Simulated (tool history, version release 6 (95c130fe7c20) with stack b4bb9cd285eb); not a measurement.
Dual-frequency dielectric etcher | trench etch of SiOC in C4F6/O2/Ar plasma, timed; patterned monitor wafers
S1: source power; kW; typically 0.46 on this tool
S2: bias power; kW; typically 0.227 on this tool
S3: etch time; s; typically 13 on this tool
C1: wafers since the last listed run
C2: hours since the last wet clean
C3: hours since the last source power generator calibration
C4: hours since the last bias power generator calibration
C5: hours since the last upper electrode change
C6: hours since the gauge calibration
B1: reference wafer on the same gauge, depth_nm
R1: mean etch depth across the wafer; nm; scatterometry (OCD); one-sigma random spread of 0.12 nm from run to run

run,day,S1,S2,S3,C1,C2,C3,C4,C5,C6,B1,R1
1,0,0.4,0.227,13,0,174.2,3189.7,1291.5,1785.4,80.3,24.78,27.31
2,1.321,0.46,0.256,13,463,205.9,3221.4,1323.2,1817.1,112,24.79,30.13
3,2.954,0.46,0.256,13,573,245.1,3260.6,1362.4,1856.3,151.2,24.8,30.33
4,4.725,0.46,0.256,13,621,287.6,3303.1,1404.9,1898.8,193.7,24.81,30.27
5,7.146,0.5,0.227,13,849,345.7,3361.2,1463,1956.9,251.8,24.77,29.8
6,9.788,0.5,0.227,13,927,409.1,3424.6,1526.4,2020.3,315.2,24.79,30
7,10.904,0.55,0.227,13,392,435.9,3451.4,1553.2,2047.1,342,24.79,31.18
8,12.738,0.55,0.227,13,643,479.9,3495.4,1597.2,2091.1,386,24.82,31.34
# day 14.688: wet clean of the chamber
9,14.842,0.46,0.201,11.5,387,3.7,3545.9,1647.7,2141.6,436.5,24.79,24.01
10,16.204,0.46,0.201,11.5,478,36.4,3578.6,1680.4,2174.3,469.2,24.81,24.18
# day 17.288: source power generator calibrated
# day 18.092: upper electrode replaced
11,18.65,0.46,0.201,11.5,517,95.1,32.7,1739.1,13.4,527.9,24.8,24.16
# day 19.8: gauge calibrated
12,20.238,0.46,0.227,11.5,557,133.2,70.8,1777.2,51.5,10.5,24.83,25.41
13,22.754,0.46,0.227,11.5,883,193.6,131.2,1837.6,111.9,70.9,24.81,25.47
# day 23.792: bias power generator calibrated
14,24.733,0.46,0.227,11.5,636,241.1,178.7,22.6,159.4,118.4,24.82,25.54
15,25.971,0.46,0.227,13,434,270.8,208.4,52.3,189.1,148.1,24.8,28.72
16,28.617,0.51,0.178,10,928,334.3,271.9,115.8,252.6,211.6,24.79,21.34
17,30.029,0.46,0.19,13,495,368.2,305.8,149.7,286.5,245.5,24.8,27.17
18,32.888,0.49,0.194,10,1003,436.8,374.4,218.3,355.1,314.1,24.81,21.53
# day 34.667: wet clean of the chamber
19,34.688,0.46,0.227,13,280,0.5,417.6,261.5,398.3,357.3,24.8,28.67
20,36.183,0.46,0.248,13,525,36.4,453.5,297.4,434.2,393.2,24.8,29.66
21,37.667,0.5,0.227,13,520,72,489.1,333,469.8,428.8,24.79,29.5
22,38.671,0.57,0.227,16.5,352,96.1,513.2,357.1,493.9,452.9,24.81,39.63
23,40.479,0.46,0.252,10,634,139.5,556.6,400.5,537.3,496.3,24.78,23.08
24,41.721,0.46,0.175,10.5,435,169.3,586.4,430.3,567.1,526.1,24.8,21.05
# day 43.671: gauge calibrated
25,44.542,0.46,0.227,13,990,237,654.1,498,634.8,20.9,24.84,29.02
26,45.729,0.57,0.196,14,416,265.5,682.6,526.5,663.3,49.4,24.77,32.05
27,47.033,0.53,0.227,13,457,296.8,713.9,557.8,694.6,80.7,24.8,30.63
28,49.283,0.51,0.271,14,789,350.8,767.9,611.8,748.6,134.7,24.82,34.74

Exercise: give the hidden state of the tool at every run:
source power that arrives over what is set, %: 0 across all the runs
bias power that arrives over what is set, %: 0 across all the runs
gauge reads high (%): 0 across all the runs
H1: etch rate over this chamber's usual, %
run,H1
1,0.817
2,0.941
3,1.1
4,1.26
5,1.49
6,1.74
7,1.84
8,2.02
9,-0.0208
10,0.108
11,0.338
12,0.488
13,0.725
14,0.912
15,1.03
16,1.28
17,1.41
18,1.68
19,-0.0122
20,0.129
21,0.269
22,0.363
23,0.534
24,0.651
25,0.917
26,1.03
27,1.15
28,1.36
